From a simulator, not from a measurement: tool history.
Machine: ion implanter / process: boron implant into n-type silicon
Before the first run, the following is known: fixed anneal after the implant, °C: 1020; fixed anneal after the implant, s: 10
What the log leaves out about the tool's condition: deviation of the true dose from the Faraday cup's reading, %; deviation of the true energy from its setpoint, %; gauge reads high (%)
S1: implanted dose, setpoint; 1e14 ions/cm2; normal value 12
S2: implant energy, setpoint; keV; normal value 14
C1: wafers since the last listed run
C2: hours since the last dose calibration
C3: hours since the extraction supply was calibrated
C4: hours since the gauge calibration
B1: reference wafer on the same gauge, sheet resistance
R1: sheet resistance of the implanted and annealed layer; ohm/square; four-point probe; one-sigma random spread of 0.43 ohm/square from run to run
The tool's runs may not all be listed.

run,day,S1,S2,C1,C2,C3,C4,B1,R1
1,0,11.18,16,0,1269.8,5031.5,181.5,91.94,117.41
2,0.733,11.18,16,222,1287.4,5049.1,199.1,92.12,116.83
3,1.3,12,11,171,1301,5062.7,212.7,92.09,122.91
4,2,12,11,212,1317.8,5079.5,229.5,92.06,121.37
5,2.275,12,11,83,1324.4,5086.1,236.1,91.91,121.75
# day 2.892: Faraday cup replaced and dose calibrated
6,2.917,12,16.5,93,0.6,5101.5,251.5,92.05,110.55
# day 3.179: gauge calibrated
7,3.575,12,16.5,199,16.4,5117.3,9.5,91.94,111.86
8,4.179,12,16.5,182,30.9,5131.8,24,92.02,110.93
9,4.854,13.55,12,204,47.1,5148,40.2,92.03,111.09
# day 5.596: extraction supply calibrated
10,5.617,10.36,11,129,65.4,0.5,58.5,92.06,133.6
11,5.833,12,14,65,70.6,5.7,63.7,91.97,114.34
12,6.354,10.65,9.5,157,83.1,18.2,76.2,91.87,135.52
13,7.083,12,14,220,100.6,35.7,93.7,91.94,113.76
14,7.688,14.1,14,182,115.1,50.2,108.2,92.02,103.4
15,8.154,12,14,141,126.3,61.4,119.4,91.89,114.31
16,8.7,10.56,12.5,165,139.4,74.5,132.5,91.98,128.19
17,9.129,15.29,16.5,129,149.7,84.8,142.8,91.97,95.03

Each row is a separate what-if for the run after 17, all from the same tool condition, not one after another. Results?
A,9.146,14.11,14,5,150.1,85.2,143.2,?,?
B,9.146,12,18.5,5,150.1,85.2,143.2,?,?
C,9.146,9.11,17,5,150.1,85.2,143.2,?,?
D,9.146,13.89,11.5,5,150.1,85.2,143.2,?,?
E,9.146,12,10.5,5,150.1,85.2,143.2,?,?

run,B1,R1
A,92,103.49
B,92,108.79
C,92,136.95
D,92,110.87
E,92,123.09
Without the tool's unlogged condition, the same runs would have read:
run,R1
A,103.49
B,108.79
C,136.95
D,110.87
E,123.09

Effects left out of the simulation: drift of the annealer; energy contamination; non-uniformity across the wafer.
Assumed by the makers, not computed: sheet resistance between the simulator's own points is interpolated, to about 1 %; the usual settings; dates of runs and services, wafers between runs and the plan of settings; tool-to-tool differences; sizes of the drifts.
